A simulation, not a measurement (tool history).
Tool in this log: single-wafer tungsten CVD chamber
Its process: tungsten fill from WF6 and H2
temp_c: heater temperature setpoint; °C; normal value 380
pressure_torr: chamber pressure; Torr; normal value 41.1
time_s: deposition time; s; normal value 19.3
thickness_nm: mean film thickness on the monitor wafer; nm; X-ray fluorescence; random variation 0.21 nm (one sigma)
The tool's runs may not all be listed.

| run | hour | temp_c | pressure_torr | time_s | read-back reference wafer on the same gauge, thickness_nm | thickness_nm |
|---|---|---|---|---|---|---|
| 1 | 0 | 380 | 41.1 | 19.3 | 41.674 | 50.869 |
| 2 | 11.8 | 380 | 41.1 | 19.3 | 41.695 | 51.091 |
| 3 | 23.3 | 380 | 41.1 | 19.3 | 41.776 | 51.222 |
| 4 | 39 | 380 | 41.1 | 17.8 | 41.727 | 47.045 |
| 5 | 48.5 | 380 | 41.1 | 17.8 | 41.676 | 46.957 |
| 6 | 58.3 | 380 | 41.1 | 19.3 | 41.606 | 51.475 |
| 7 | 66.5 | 380 | 41.1 | 19.3 | 41.67 | 50.696 |
| 8 | 81.2 | 380 | 41.1 | 19.3 | 41.67 | 50.658 |
| 9 | 96.4 | 380 | 41.1 | 21.2 | 41.733 | 56.463 |
| 10 | 137.2 | 380 | 41.1 | 21.2 | 41.664 | 56.601 |
| 11 | 150.5 | 380 | 41.1 | 21.2 | 41.629 | 56.52 |
| 12 | 163.2 | 380 | 41.1 | 19.3 | 41.794 | 51.321 |
| 13 | 175.9 | 380 | 41.1 | 19.3 | 41.683 | 51.746 |
| 14 | 188.4 | 386 | 41.1 | 19.3 | 41.701 | 59.012 |
| 15 | 225.7 | 380 | 41.1 | 19.3 | 41.704 | 51.744 |
| 16 | 235.7 | 370 | 32.5 | 18 | 41.767 | 30.255 |
| 17 | 247.3 | 380 | 41.1 | 19.3 | 41.619 | 47.145 |
| 18 | 265 | 371 | 41.1 | 19.3 | 41.697 | 38.092 |
| 19 | 277.1 | 385 | 41.1 | 19.3 | 41.698 | 53.089 |
| 20 | 283.5 | 380 | 41.1 | 19.3 | 41.715 | 47.563 |
| 21 | 309.6 | 387 | 41.1 | 22.2 | 41.698 | 64.131 |
| 22 | 318.4 | 389 | 37 | 20.5 | 41.67 | 58.17 |
| 23 | 333.5 | 388 | 31.2 | 22.7 | 41.754 | 56.47 |
| 24 | 349.7 | 373 | 41.1 | 22.3 | 41.787 | 46.558 |
| 25 | 366.6 | 391 | 33.6 | 20.8 | 41.645 | 58.326 |
| 26 | 377.6 | 385 | 45.7 | 18.3 | 41.623 | 53.368 |
| 27 | 394.8 | 380 | 36.5 | 15.5 | 41.686 | 35.868 |
| 28 | 407.2 | 380 | 41.1 | 19.3 | 41.786 | 47.627 |
| 29 | 414.2 | 387 | 44.1 | 19.3 | 41.682 | 58.558 |
| 30 | 421.7 | 373 | 41.1 | 15.9 | 41.729 | 33.247 |
| 31 | 436.6 | 380 | 41.1 | 19.3 | 41.636 | 47.844 |
| 32 | 454.3 | 389 | 32.9 | 19.3 | 41.678 | 51.23 |
| 33 | 470.6 | 366 | 35.1 | 23.1 | 41.666 | 37.691 |
| 34 | 480.5 | 380 | 41.1 | 19.3 | 41.733 | 47.893 |
| 35 | 492.4 | 380 | 33.3 | 18.3 | 41.659 | 40.072 |

The log once held 4 entries between its listed runs, left out of this copy. Where does each go, and what is different about the tool's unlogged condition between the listed run before it and the listed run after it?
Logged between run 9 and run 10: capacitance manometer re-zeroed and calibrated (hour 117.7)
  wafer temperature above the value expected at the setpoint (K): 4.07 -> 4.15
  the result without the hidden state subtracted from the measured one, thickness_nm: +5.001 -> +5.109 nm
Logged between run 11 and run 12: gauge calibrated (hour 161.7); showerhead replaced (hour 162.4)
  wafer temperature above the value expected at the setpoint (K): 4.18 -> 4.2
  the result without the hidden state subtracted from the measured one, thickness_nm: +5.133 -> +4.687 nm
Logged between run 15 and run 16: thermocouple changed; heater temperature recalibrated (hour 235.2)
  wafer temperature above the value expected at the setpoint (K): 4.33 -> 0.668
  the result without the hidden state subtracted from the measured one, thickness_nm: +4.859 -> +0.489 nm
